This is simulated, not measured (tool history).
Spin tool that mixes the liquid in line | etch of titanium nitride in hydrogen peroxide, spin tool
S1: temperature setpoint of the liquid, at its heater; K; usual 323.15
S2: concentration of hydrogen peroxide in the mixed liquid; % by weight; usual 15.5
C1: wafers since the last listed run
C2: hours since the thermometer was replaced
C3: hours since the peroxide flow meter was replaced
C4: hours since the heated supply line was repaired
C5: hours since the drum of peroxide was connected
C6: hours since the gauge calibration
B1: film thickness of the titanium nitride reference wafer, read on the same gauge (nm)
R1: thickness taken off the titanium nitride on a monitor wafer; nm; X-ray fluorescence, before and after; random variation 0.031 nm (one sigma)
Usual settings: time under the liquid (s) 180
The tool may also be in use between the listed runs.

{"run": 1, "day": 0.0, "S1": 323.15, "S2": 15.5, "time under the liquid (s)": 180, "C1": 0, "C2": 2276.5, "C3": 1665, "C4": 2444, "C5": 376.9, "C6": 424.9, "B1": 129.998, "R1": 3.91}
{"run": 2, "day": 0.846, "S1": 323.15, "S2": 15.5, "time under the liquid (s)": 180, "C1": 90, "C2": 2296.8, "C3": 1685.3, "C4": 2464.3, "C5": 397.2, "C6": 445.2, "B1": 129.975, "R1": 3.897}
{"run": 3, "day": 2.212, "S1": 323.15, "S2": 15.5, "time under the liquid (s)": 180, "C1": 146, "C2": 2329.6, "C3": 1718.1, "C4": 2497.1, "C5": 430, "C6": 478, "B1": 129.981, "R1": 3.906}
{"run": 4, "day": 2.775, "S1": 323.15, "S2": 15.5, "time under the liquid (s)": 145, "C1": 60, "C2": 2343.1, "C3": 1731.6, "C4": 2510.6, "C5": 443.5, "C6": 491.5, "B1": 129.995, "R1": 3.163}
{"run": 5, "day": 3.433, "S1": 323.15, "S2": 15.5, "time under the liquid (s)": 145, "C1": 70, "C2": 2358.9, "C3": 1747.4, "C4": 2526.4, "C5": 459.3, "C6": 507.3, "B1": 129.999, "R1": 3.163}
{"run": 6, "day": 4.679, "S1": 323.15, "S2": 15.5, "time under the liquid (s)": 145, "C1": 133, "C2": 2388.8, "C3": 1777.3, "C4": 2556.3, "C5": 489.2, "C6": 537.2, "B1": 129.998, "R1": 3.198}
{"run": 7, "day": 8.042, "S1": 323.15, "S2": 15.5, "time under the liquid (s)": 180, "C1": 361, "C2": 2469.5, "C3": 1858, "C4": 2637, "C5": 569.9, "C6": 617.9, "B1": 130.01, "R1": 3.89}
{"run": 8, "day": 8.783, "S1": 323.15, "S2": 15.5, "time under the liquid (s)": 180, "C1": 79, "C2": 2487.3, "C3": 1875.8, "C4": 2654.8, "C5": 587.7, "C6": 635.7, "B1": 130.007, "R1": 3.864}
{"run": 9, "day": 9.946, "S1": 323.15, "S2": 15.5, "time under the liquid (s)": 180, "C1": 124, "C2": 2515.2, "C3": 1903.7, "C4": 2682.7, "C5": 615.6, "C6": 663.6, "B1": 129.994, "R1": 3.93}
{"day": 10.292, "done": "gauge calibrated"}
{"run": 10, "day": 11.071, "S1": 326.65, "S2": 15.5, "time under the liquid (s)": 100, "C1": 120, "C2": 2542.2, "C3": 1930.7, "C4": 2709.7, "C5": 642.6, "C6": 18.7, "B1": 129.999, "R1": 2.766}
{"day": 11.329, "done": "thermometer replaced"}
{"day": 12.671, "done": "peroxide flow meter replaced"}
{"run": 11, "day": 15.312, "S1": 323.15, "S2": 15.5, "time under the liquid (s)": 180, "C1": 446, "C2": 95.6, "C3": 63.4, "C4": 2811.5, "C5": 744.4, "C6": 120.5, "B1": 130.005, "R1": 3.334}
{"day": 16.146, "done": "heated supply line repaired"}
{"run": 12, "day": 16.525, "S1": 315.15, "S2": 13.5, "time under the liquid (s)": 280, "C1": 125, "C2": 124.7, "C3": 92.5, "C4": 9.1, "C5": 773.5, "C6": 149.6, "B1": 130.011, "R1": 3.661}
{"run": 13, "day": 17.521, "S1": 323.15, "S2": 15.5, "time under the liquid (s)": 245, "C1": 106, "C2": 148.6, "C3": 116.4, "C4": 33, "C5": 797.4, "C6": 173.5, "B1": 130.007, "R1": 5.947}
{"run": 14, "day": 18.812, "S1": 328.65, "S2": 12, "time under the liquid (s)": 130, "C1": 138, "C2": 179.6, "C3": 147.4, "C4": 64, "C5": 828.4, "C6": 204.5, "B1": 129.985, "R1": 4.48}
{"day": 19.217, "done": "new drum of peroxide connected"}
{"run": 15, "day": 19.942, "S1": 323.15, "S2": 13.5, "time under the liquid (s)": 105, "C1": 116, "C2": 206.7, "C3": 174.5, "C4": 91.1, "C5": 17.4, "C6": 231.6, "B1": 130.007, "R1": 2.486}
{"run": 16, "day": 21.671, "S1": 317.15, "S2": 20, "time under the liquid (s)": 245, "C1": 185, "C2": 248.2, "C3": 216, "C4": 132.6, "C5": 58.9, "C6": 273.1, "B1": 129.988, "R1": 4.083}
{"run": 17, "day": 22.488, "S1": 313.65, "S2": 13, "time under the liquid (s)": 250, "C1": 87, "C2": 267.8, "C3": 235.6, "C4": 152.2, "C5": 78.5, "C6": 292.7, "B1": 129.997, "R1": 2.899}
{"run": 18, "day": 23.133, "S1": 323.15, "S2": 12, "time under the liquid (s)": 180, "C1": 69, "C2": 283.3, "C3": 251.1, "C4": 167.7, "C5": 94, "C6": 308.2, "B1": 130.005, "R1": 4.172}
{"run": 19, "day": 24.146, "S1": 323.15, "S2": 15.5, "time under the liquid (s)": 260, "C1": 108, "C2": 307.6, "C3": 275.4, "C4": 192, "C5": 118.3, "C6": 332.5, "B1": 130.006, "R1": 6.379}
{"run": 20, "day": 25.038, "S1": 320.65, "S2": 15.5, "time under the liquid (s)": 180, "C1": 95, "C2": 329, "C3": 296.8, "C4": 213.4, "C5": 139.7, "C6": 353.9, "B1": 129.991, "R1": 3.603}
{"run": 21, "day": 26.121, "S1": 323.15, "S2": 15.5, "time under the liquid (s)": 180, "C1": 116, "C2": 355, "C3": 322.8, "C4": 239.4, "C5": 165.7, "C6": 379.9, "B1": 130.004, "R1": 4.346}
{"run": 22, "day": 26.929, "S1": 323.15, "S2": 15.5, "time under the liquid (s)": 180, "C1": 86, "C2": 374.4, "C3": 342.2, "C4": 258.8, "C5": 185.1, "C6": 399.3, "B1": 129.989, "R1": 4.386}

Hidden state or all else? Some run-to-run changes of R1, split into what the settings, what came in and random variation would give without the hidden state, and what is left for the hidden state (with any gauge scatter that isn't in both results):
The hidden state here: liquid hotter than its thermometer reads (K); peroxide flow above the setpoint (%); temperature lost on the way to the wafer (K); peroxide weaker than its label (%); gauge reads high (%).
Run 10 -> 11: S1 326.65 -> 323.15, time under the liquid (s) 100 -> 180, thermometer replaced, peroxide flow meter replaced. R1 +0.568 nm: hidden state -0.728, all else +1.296.
Run 11 -> 12: S1 323.15 -> 315.15, S2 15.5 -> 13.5, time under the liquid (s) 180 -> 280, heated supply line repaired. R1 +0.327 nm: hidden state +1.097, all else -0.77.
Run 12 -> 13: S1 315.15 -> 323.15, S2 13.5 -> 15.5, time under the liquid (s) 280 -> 245. R1 +2.286 nm: hidden state +0.049, all else +2.237.
Run 19 -> 20: S1 323.15 -> 320.65, time under the liquid (s) 260 -> 180. R1 -2.776 nm: hidden state -0.053, all else -2.723.
